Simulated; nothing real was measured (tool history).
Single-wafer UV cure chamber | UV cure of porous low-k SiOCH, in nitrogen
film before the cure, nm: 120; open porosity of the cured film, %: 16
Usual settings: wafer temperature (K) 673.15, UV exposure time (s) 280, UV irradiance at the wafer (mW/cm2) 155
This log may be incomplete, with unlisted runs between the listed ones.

run,hour,wafer temperature (K),UV exposure time (s),UV irradiance at the wafer (mW/cm2),loss of film thickness in the cure (%)
1,0.0,673.15,280,155,14.047
2,31.0,673.15,280,155,14.071
# hour 66.4: quartz window cleaned
3,84.5,678.15,280,155,15.064
4,135.8,678.15,280,155,14.870
5,201.9,661.15,280,155,14.332
6,271.1,661.15,280,155,14.005
# hour 360.4: quartz window cleaned
7,395.3,661.15,280,155,14.877
8,437.3,673.15,280,131,14.429
9,489.7,686.15,220,155,13.895
# hour 512.2: UV bulbs replaced
10,529.7,686.15,220,155,13.611
11,568.1,686.15,220,155,13.455
# hour 607.1: quartz window cleaned
12,609.5,683.15,280,155,15.879
13,653.6,656.15,225,134,13.006
14,691.1,688.15,420,142,16.508
15,749.0,654.15,425,131,15.958
16,786.9,661.15,280,155,14.814
17,855.0,673.15,150,155,11.155
# hour 930.1: quartz window cleaned
18,930.6,661.15,280,155,14.679
19,972.6,673.15,280,134,14.358
20,1038.9,654.15,425,131,15.876
# hour 1230.6: quartz window cleaned
21,1238.8,668.15,280,118,13.598
22,1278.5,673.15,115,166,11.407
23,1306.2,683.15,330,189,17.173
24,1350.7,663.15,335,144,15.243
25,1407.5,673.15,280,142,14.480

Each row is a separate what-if for the run after 25, all from the same tool condition, not one after another. Results?
A,1408.0,673.15,280,144,?
B,1408.0,673.15,350,155,?
C,1408.0,673.15,165,125,?

run,loss of film thickness in the cure (%)
A,13.886
B,15.289
C,10.821
The same runs, with their run-to-run variation unchanged, on a tool lacking any hidden condition would have given:
run,loss of film thickness in the cure (%)
A,14.576
B,15.986
C,11.472
